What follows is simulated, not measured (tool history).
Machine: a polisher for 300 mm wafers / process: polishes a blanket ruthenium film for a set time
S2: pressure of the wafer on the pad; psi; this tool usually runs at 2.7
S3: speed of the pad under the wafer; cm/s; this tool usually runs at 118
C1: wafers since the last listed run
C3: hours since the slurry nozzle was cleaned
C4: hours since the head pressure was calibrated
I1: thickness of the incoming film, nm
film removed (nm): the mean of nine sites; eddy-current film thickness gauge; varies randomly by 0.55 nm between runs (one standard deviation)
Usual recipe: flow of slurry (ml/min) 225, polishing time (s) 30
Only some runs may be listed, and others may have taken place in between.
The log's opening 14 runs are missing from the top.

Run 15, hour 171.7: usual settings; C1 106; wafers polished on this pad 368; C3 407.9; C4 1244.9; I1 405.1. Result: film removed (nm) 39.9.
Run 16, hour 177.7: usual settings; C1 54; wafers polished on this pad 422; C3 413.9; C4 1250.9; I1 410. Result: film removed (nm) 39.2.
At hour 188.6: head pressure recalibrated.
Run 17, hour 189.1: usual settings but S2 2.2 psi; C1 85; wafers polished on this pad 508; C3 425.3; C4 0.5; I1 412.3. Result: film removed (nm) 34.3.
Run 18, hour 203.5: usual settings but S2 2 psi; C1 131; wafers polished on this pad 639; C3 439.7; C4 14.9; I1 408.2. Result: film removed (nm) 32.6.
At hour 240.6: worn pad replaced by a new one.
Run 19, hour 256.9: usual settings but S3 80 cm/s; C1 449; wafers polished on this pad 148; C3 493.1; C4 68.3; I1 411.3. Result: film removed (nm) 28.5.
At hour 258.6: slurry nozzle cleaned.
Run 20, hour 305.2: usual settings but S2 3 psi, S3 84 cm/s; C1 430; wafers polished on this pad 579; C3 46.6; C4 116.6; I1 417. Result: film removed (nm) 34.1.
Run 21, hour 317.1: usual settings; C1 108; wafers polished on this pad 687; C3 58.5; C4 128.5; I1 412.9. Result: film removed (nm) 44.
Run 22, hour 330.2: usual settings but S3 102 cm/s; C1 119; wafers polished on this pad 806; C3 71.6; C4 141.6; I1 411.6. Result: film removed (nm) 38.7.
Run 23, hour 339.9: usual settings but S2 3.4 psi, polishing time (s) 21; C1 88; wafers polished on this pad 895; C3 81.3; C4 151.3; I1 417.2. Result: film removed (nm) 37.5.
At hour 345.3: worn pad replaced by a new one.
Run 24, hour 357.3: usual settings but S2 2.9 psi, S3 100 cm/s; C1 121; wafers polished on this pad 109; C3 98.7; C4 168.7; I1 409.1. Result: film removed (nm) 40.5.
Run 25, hour 369.2: usual settings; C1 108; wafers polished on this pad 217; C3 110.6; C4 180.6; I1 407.9. Result: film removed (nm) 43.3.
Run 26, hour 377.4: usual settings but polishing time (s) 23; C1 74; wafers polished on this pad 292; C3 118.8; C4 188.8; I1 412.7. Result: film removed (nm) 33.9.
Run 27, hour 383.7: usual settings but S2 1.9 psi, S3 154 cm/s, polishing time (s) 37; C1 57; wafers polished on this pad 349; C3 125.1; C4 195.1; I1 412. Result: film removed (nm) 51.
Run 28, hour 390: usual settings but S3 130 cm/s; C1 57; wafers polished on this pad 407; C3 131.4; C4 201.4; I1 410.5. Result: film removed (nm) 47.4.
Run 29, hour 402.9: usual settings; C1 117; wafers polished on this pad 524; C3 144.3; C4 214.3; I1 410.1. Result: film removed (nm) 42.9.
Run 30, hour 424.1: usual settings but flow of slurry (ml/min) 295; C1 192; wafers polished on this pad 717; C3 165.5; C4 235.5; I1 415.9. Result: film removed (nm) 44.6.
Run 31, hour 433.8: usual settings but S3 136 cm/s; C1 88; wafers polished on this pad 805; C3 175.2; C4 245.2; I1 410.8. Result: film removed (nm) 48.4.
At hour 438.2: worn pad replaced by a new one.
Run 32, hour 451.4: usual settings but flow of slurry (ml/min) 275; C1 123; wafers polished on this pad 120; C3 192.8; C4 262.8; I1 408.9. Result: film removed (nm) 44.5.
Run 33, hour 461: usual settings but flow of slurry (ml/min) 145, S3 156 cm/s; C1 87; wafers polished on this pad 207; C3 202.4; C4 272.4; I1 418.5. Result: film removed (nm) 52.2.
Run 34, hour 477.5: usual settings but S2 1.9 psi, S3 134 cm/s, polishing time (s) 23; C1 150; wafers polished on this pad 357; C3 218.9; C4 288.9; I1 404.8. Result: film removed (nm) 27.
Run 35, hour 489.3: usual settings but polishing time (s) 35; C1 107; wafers polished on this pad 465; C3 230.7; C4 300.7; I1 407.7. Result: film removed (nm) 48.4.

Branching from run 35: 3 alternative next runs. What would each branch give?
Run A, hour 489.7: usual settings; C1 3; wafers polished on this pad 468; C3 231.1; C4 301.1; I1 410. Result: film removed (nm) ?.
Run B, hour 489.7: usual settings but flow of slurry (ml/min) 255, S3 142 cm/s; C1 3; wafers polished on this pad 468; C3 231.1; C4 301.1; I1 410. Result: film removed (nm) ?.
Run C, hour 489.7: usual settings but S2 2 psi, S3 132 cm/s, polishing time (s) 35; C1 3; wafers polished on this pad 468; C3 231.1; C4 301.1; I1 410. Result: film removed (nm) ?.

run  film removed (nm)
  A               42.3
  B               51.3
  C               42.3
Stripped of hidden state, with their random variation kept, the same runs would have yielded:
run  film removed (nm)
  A               44.7
  B               54.1
  C               44.8
